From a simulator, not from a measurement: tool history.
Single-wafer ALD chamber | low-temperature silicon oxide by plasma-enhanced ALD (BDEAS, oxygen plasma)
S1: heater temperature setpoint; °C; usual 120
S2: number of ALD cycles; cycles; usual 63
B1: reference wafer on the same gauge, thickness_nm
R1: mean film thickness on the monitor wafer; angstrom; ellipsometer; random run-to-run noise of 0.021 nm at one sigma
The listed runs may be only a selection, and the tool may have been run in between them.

Run 1, hour 0: usual settings but S1 115 °C; B1 7.98. Result: R1 87.19 angstrom.
Run 2, hour 24.3: usual settings but S1 115 °C; B1 7.979. Result: R1 87.48 angstrom.
Run 3, hour 53: usual settings but S1 115 °C; B1 7.983. Result: R1 87.88 angstrom.
Run 4, hour 66.6: usual settings but S1 131 °C; B1 7.977. Result: R1 85.5 angstrom.
Run 5, hour 99.6: usual settings but S1 131 °C; B1 7.979. Result: R1 85.19 angstrom.
Run 6, hour 122.8: usual settings but S1 131 °C; B1 7.98. Result: R1 85.09 angstrom.
Run 7, hour 193.3: usual settings; B1 7.981. Result: R1 86.81 angstrom.
Run 8, hour 227: usual settings; B1 7.979. Result: R1 87.12 angstrom.
Run 9, hour 244.1: usual settings; B1 7.978. Result: R1 86.76 angstrom.
Run 10, hour 285.2: usual settings; B1 7.98. Result: R1 87.06 angstrom.
Run 11, hour 306.8: usual settings but S1 111 °C; B1 7.981. Result: R1 88.25 angstrom.
Run 12, hour 331.4: usual settings but S1 111 °C; B1 7.981. Result: R1 88.18 angstrom.
At hour 343.4: gauge calibrated.
Run 13, hour 361.4: usual settings but S1 111 °C; B1 7.985. Result: R1 88.33 angstrom.
Run 14, hour 382.3: usual settings; B1 7.981. Result: R1 86.78 angstrom.
Run 15, hour 417: usual settings but S2 72 cycles; B1 7.975. Result: R1 99.45 angstrom.
Run 16, hour 435.8: usual settings; B1 7.973. Result: R1 87.44 angstrom.
Run 17, hour 462.9: usual settings but S1 133 °C, S2 72 cycles; B1 7.979. Result: R1 97.19 angstrom.
At hour 487.2: thermocouple changed; heater temperature recalibrated.
Run 18, hour 487.8: usual settings but S1 133 °C, S2 55 cycles; B1 7.984. Result: R1 73.28 angstrom.
Run 19, hour 519.9: usual settings but S1 125 °C; B1 7.982. Result: R1 85.29 angstrom.
Run 20, hour 550.4: usual settings but S1 108 °C, S2 51 cycles; B1 7.984. Result: R1 71.22 angstrom.
Run 21, hour 569.5: usual settings; B1 7.978. Result: R1 86.23 angstrom.
Run 22, hour 591.5: usual settings but S1 111 °C, S2 53 cycles; B1 7.983. Result: R1 73.75 angstrom.
Run 23, hour 606.1: usual settings; B1 7.979. Result: R1 86.34 angstrom.
Run 24, hour 640.6: usual settings; B1 7.982. Result: R1 86.43 angstrom.
Run 25, hour 666.2: usual settings but S1 128 °C, S2 59 cycles; B1 7.983. Result: R1 79.53 angstrom.
Run 26, hour 699.9: usual settings but S1 126 °C, S2 68 cycles; B1 7.981. Result: R1 92.09 angstrom.
Run 27, hour 713.4: usual settings but S1 115 °C, S2 71 cycles; B1 7.983. Result: R1 98.34 angstrom.
Run 28, hour 733.4: usual settings but S1 115 °C, S2 72 cycles; B1 7.98. Result: R1 99.64 angstrom.
Run 29, hour 764.1: usual settings but S2 74 cycles; B1 7.985. Result: R1 101.53 angstrom.
Run 30, hour 800: usual settings; B1 7.978. Result: R1 85.97 angstrom.

Below are 4 alternative next runs, each starting from the tool's condition after run 30. Predict each:
Run A, hour 800.5: usual settings but S2 53 cycles; B1 ?. Result: R1 ?.
Run B, hour 800.5: usual settings but S1 127 °C, S2 75 cycles; B1 ?. Result: R1 ?.
Run C, hour 800.5: usual settings but S1 132 °C, S2 57 cycles; B1 ?. Result: R1 ?.
Run D, hour 800.5: usual settings but S1 124 °C, S2 73 cycles; B1 ?. Result: R1 ?.

run     B1      R1
  A  7.978   72.53
  B  7.978  101.34
  C  7.978   76.31
  D  7.978   99.18
Stripped of hidden state, with their random variation kept, the same runs would have yielded:
run      R1
  A   71.99
  B  100.58
  C   75.73
  D   98.44
